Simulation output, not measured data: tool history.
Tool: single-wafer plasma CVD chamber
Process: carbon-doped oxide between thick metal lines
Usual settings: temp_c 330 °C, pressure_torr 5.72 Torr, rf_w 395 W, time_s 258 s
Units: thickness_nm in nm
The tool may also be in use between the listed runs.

run   hour  temp_c  pressure_torr  rf_w  time_s  wafers since the last listed run  hours since the last thermocouple change  hours since the last RF generator calibration  hours since the last manometer calibration  hours since the showerhead was replaced  hours since the gauge calibration  read-back reference wafer on the same gauge, thickness_nm  thickness_nm
  1      0     330           5.72   395     258                                 0                                      44.8                                          523.7                                        1657                                   7432.6                             1201.5                                                   1421.529      1248.819
      17.9  -- capacitance manometer re-zeroed and calibrated
  2   35.7     330           5.72   395     258                               141                                      80.5                                          559.4                                        17.8                                   7468.3                             1237.2                                                   1419.751      1246.341
  3   54.2     337           6.53   395     258                                94                                        99                                          577.9                                        36.3                                   7486.8                             1255.7                                                   1420.674      1243.193
  4   79.2     337           6.53   395     258                               127                                       124                                          602.9                                        61.3                                   7511.8                             1280.7                                                    1419.57      1242.441
  5   96.3     330           4.37   395     218                                87                                     141.1                                            620                                        78.4                                   7528.9                             1297.8                                                   1420.397      1016.187
  6  110.8     330           5.72   395     258                                74                                     155.6                                          634.5                                        92.9                                   7543.4                             1312.3                                                   1421.092      1246.214
     141.7  -- showerhead replaced
  7  142.2     322           4.75   395     258                               119                                       187                                          665.9                                       124.3                                      0.5                             1343.7                                                   1419.113      1251.577
  8  167.5     330           5.72   375     258                               129                                     212.3                                          691.2                                       149.6                                     25.8                               1369                                                   1419.074      1200.409
  9  198.7     330           5.72   395     258                               159                                     243.5                                          722.4                                       180.8                                       57                             1400.2                                                   1419.433      1244.974
 10    213     330           6.21   360     258                                73                                     257.8                                          736.7                                       195.1                                     71.3                             1414.5                                                   1419.051      1176.083
 11  293.8     336           6.95   395     244                               413                                     338.6                                          817.5                                       275.9                                    152.1                             1495.3                                                   1420.495       1185.13
     372.3  -- RF generator calibrated
 12  385.9     320           5.72   395     258                               430                                     430.7                                           13.6                                         368                                    244.2                             1587.4                                                    1420.21      1282.034
 13  410.2     335           5.72   335     258                               124                                       455                                           37.9                                       392.3                                    268.5                             1611.7                                                   1419.228      1087.117
 14  430.7     330           5.72   395     258                               104                                     475.5                                           58.4                                       412.8                                      289                             1632.2                                                   1419.887      1249.616
 15  463.5     335           5.72   395     217                               167                                     508.3                                           91.2                                       445.6                                    321.8                               1665                                                   1421.038      1036.731
 16    499     330           5.72   395     258                               181                                     543.8                                          126.7                                       481.1                                    357.3                             1700.5                                                   1419.702      1252.823
 17  524.5     330           5.72   340     258                               130                                     569.3                                          152.2                                       506.6                                    382.8                               1726                                                   1420.082      1120.241
 18  556.2     330           5.72   395     293                               162                                       601                                          183.9                                       538.3                                    414.5                             1757.7                                                    1419.73       1418.47
     573.7  -- gauge calibrated
 19  574.4     330           5.27   335     258                                93                                     619.2                                          202.1                                       556.5                                    432.7                                0.7                                                   1420.089      1091.971
 20  599.5     324           4.65   320     258                               128                                     644.3                                          227.2                                       581.6                                    457.8                               25.8                                                   1417.933      1052.985
 21  635.3     330           5.72   395     258                               183                                     680.1                                            263                                       617.4                                    493.6                               61.6                                                   1421.215      1248.837
 22  657.1     322           5.72   395     258                               111                                     701.9                                          284.8                                       639.2                                    515.4                               83.4                                                   1419.399       1280.24
 23  758.6     326           5.72   350     258                               519                                     803.4                                          386.3                                       740.7                                    616.9                              184.9                                                   1419.245      1157.645
 24  784.4     330           5.72   395     258                               132                                     829.2                                          412.1                                       766.5                                    642.7                              210.7                                                   1419.398      1251.981
 25  812.9     336           6.46   465     210                               145                                     857.7                                          440.6                                         795                                    671.2                              239.2                                                   1421.713      1138.774
 26  832.8     330           4.77   470     258                               101                                     877.6                                          460.5                                       814.9                                    691.1                              259.1                                                    1419.26      1379.168
 27  845.8     330           5.72   395     258                                66                                     890.6                                          473.5                                       827.9                                    704.1                              272.1                                                   1419.769      1249.259
 28  863.6     330           4.81   345     212                                91                                     908.4                                          491.3                                       845.7                                    721.9                              289.9                                                   1421.674       907.337
 29  895.2     330           5.72   395     258                               161                                       940                                          522.9                                       877.3                                    753.5                              321.5                                                   1420.141       1250.31

Forecast each of these 3 alternatives for the next run:
  A  895.7     330           5.72   395     258                                 2                                     940.5                                          523.4                                       877.8                                      754                                322                                                          ?             ?
  B  895.7     340           4.59   395     258                                 2                                     940.5                                          523.4                                       877.8                                      754                                322                                                          ?             ?
  C  895.7     330           5.72   455     258                                 2                                     940.5                                          523.4                                       877.8                                      754                                322                                                          ?             ?

run  read-back reference wafer on the same gauge, thickness_nm  thickness_nm
  A                                                   1420.157      1249.619
  B                                                   1420.157      1183.261
  C                                                   1420.157      1384.192
Without the tool's hidden state the same runs would have given:
run  thickness_nm
  A      1249.619
  B      1183.261
  C      1384.192
